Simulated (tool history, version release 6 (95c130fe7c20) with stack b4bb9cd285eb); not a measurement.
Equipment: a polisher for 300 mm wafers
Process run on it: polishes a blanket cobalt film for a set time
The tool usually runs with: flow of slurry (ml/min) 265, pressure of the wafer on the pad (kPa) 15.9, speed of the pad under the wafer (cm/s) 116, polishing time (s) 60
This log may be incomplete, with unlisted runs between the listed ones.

run	hour	flow of slurry (ml/min)	pressure of the wafer on the pad (kPa)	speed of the pad under the wafer (cm/s)	polishing time (s)	incoming thickness of the incoming film, nm	film removed (angstrom)
1	0	265	15.9	116	60	1511.4	4226
2	59.3	265	15.9	116	60	1557.8	4122
3	126.7	265	15.9	116	60	1499.4	4030
# hour 154.7: worn pad replaced by a new one
4	212.8	265	15.9	116	60	1508	4335
5	290.6	265	15.9	116	60	1522	4359
6	345.8	265	15.9	116	60	1531.3	4311
7	446.4	300	15.9	124	60	1537.7	4624
8	495.2	265	15.9	116	60	1538.2	4255
9	586.5	265	15.9	116	60	1529.9	4121
# hour 630.4: slurry nozzle cleaned
10	679.8	265	15.9	116	60	1535.4	4247
11	724.5	315	15.9	116	60	1528.2	4272
# hour 767.3: worn pad replaced by a new one
12	821	235	15.9	116	60	1533.6	4412
# hour 880.4: head pressure recalibrated
13	880.9	265	15.9	116	60	1505.9	4373
14	916.5	265	15.9	116	60	1554	4255
15	1018.5	265	15.9	90	60	1545	3371
16	1124	265	15.9	90	60	1510.8	3402
17	1175.1	265	15.9	116	60	1526.2	4077
18	1260.7	265	15.9	116	60	1526.5	4017
# hour 1295.4: slurry nozzle cleaned
# hour 1359: worn pad replaced by a new one
19	1364	360	15.9	116	60	1525.3	4663
20	1411.8	215	15.9	92	39	1522.8	2349
21	1458	265	18.6	116	60	1532.5	5108
22	1506.3	265	15.9	116	60	1538.9	4344
23	1633.5	320	18.6	116	60	1524.9	5060
24	1735.8	265	15.9	94	60	1540.9	3518
25	1841.9	265	15.9	116	60	1542.8	4102
# hour 1880.5: slurry nozzle cleaned
26	1942.1	170	10.3	80	60	1533.6	1897
# hour 1978.9: head pressure recalibrated
27	2042	350	13.8	146	54	1525.5	3900
# hour 2048.5: worn pad replaced by a new one
28	2146.6	330	20	116	80	1553.6	7430
29	2235.6	265	11.7	86	60	1514.8	2505
30	2333	195	15.9	116	60	1548.8	3978
# hour 2429.2: slurry nozzle cleaned
31	2433.2	310	11	116	73	1539.6	3687
32	2499.1	265	15.9	116	60	1504.7	4227
33	2577.2	225	11	152	60	1533.8	3652
34	2679.9	300	21.4	88	60	1537.5	4390
35	2737.5	190	19.3	150	60	1516.6	5824
# hour 2753.2: worn pad replaced by a new one
36	2836.6	265	15.9	116	60	1539.8	4473
37	2887.2	265	10.3	116	45	1535.8	2166
38	2966	350	15.9	116	60	1557.9	4411

What if the next run were any one of these 3? Each begins from the tool's condition after run 38:
A	2966.4	230	15.9	116	60	1504	?
B	2966.4	340	15.9	116	60	1504	?
C	2966.4	265	11	116	60	1504	?

run	film removed (angstrom)
A	4151
B	4324
C	2933
Without the tool's unlogged condition, the same runs would have read:
run	film removed (angstrom)
A	4504
B	4638
C	3169

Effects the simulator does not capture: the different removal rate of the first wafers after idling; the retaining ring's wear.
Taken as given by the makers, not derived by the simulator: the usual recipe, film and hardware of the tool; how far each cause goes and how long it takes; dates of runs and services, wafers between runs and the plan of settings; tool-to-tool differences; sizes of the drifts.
